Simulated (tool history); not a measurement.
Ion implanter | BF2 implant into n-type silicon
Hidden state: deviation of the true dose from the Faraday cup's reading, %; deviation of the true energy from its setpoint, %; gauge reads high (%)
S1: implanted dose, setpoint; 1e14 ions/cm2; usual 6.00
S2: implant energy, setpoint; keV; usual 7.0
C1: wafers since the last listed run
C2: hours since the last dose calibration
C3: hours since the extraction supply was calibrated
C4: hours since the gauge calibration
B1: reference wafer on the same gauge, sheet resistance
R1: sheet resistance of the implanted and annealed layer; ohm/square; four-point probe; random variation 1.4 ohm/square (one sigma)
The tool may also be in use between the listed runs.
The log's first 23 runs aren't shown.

run	hour	S1	S2	C1	C2	C3	C4	B1	R1
24	561.1	6.68	7.0	230	298.6	138.0	46.8	278.04	271.42
25	591.8	4.46	7.0	520	329.3	168.7	77.5	278.33	330.90
26	617.3	6.67	7.0	432	354.8	194.2	103.0	278.22	270.85
27	649.3	7.49	5.0	542	386.8	226.2	135.0	278.28	285.43
28	670.4	5.01	5.5	357	407.9	247.3	156.1	278.08	339.13
29	683.8	5.48	7.5	227	421.3	260.7	169.5	278.20	289.52
30	704.9	4.50	9.5	357	442.4	281.8	190.6	278.06	301.96
31	725.6	4.46	7.0	350	463.1	302.5	211.3	278.03	331.41
32	744.3	6.00	7.0	316	481.8	321.2	230.0	277.97	285.97
33	766.4	7.59	5.5	374	503.9	343.3	252.1	277.98	272.24
34	789.8	5.17	6.5	396	527.3	366.7	275.5	277.46	314.25
# hour 810.4: Faraday cup replaced and dose calibrated
35	823.7	7.27	5.5	438	13.3	400.6	309.4	277.79	277.78
36	839.3	4.99	5.0	264	28.9	416.2	325.0	277.93	350.58
37	857.7	7.59	5.5	311	47.3	434.6	343.4	277.84	274.22

Forecast each of these 4 alternatives for the next run:
A	858.1	4.98	7.0	6	47.7	435.0	343.8	?	?
B	858.1	6.50	9.0	6	47.7	435.0	343.8	?	?
C	858.1	7.54	5.0	6	47.7	435.0	343.8	?	?
D	858.1	4.95	8.0	6	47.7	435.0	343.8	?	?

run	B1	R1
A	278.18	314.21
B	278.18	253.92
C	278.18	281.92
D	278.18	301.96
Without the tool's hidden state the same runs would have given:
run	R1
A	314.21
B	253.92
C	281.92
D	301.96
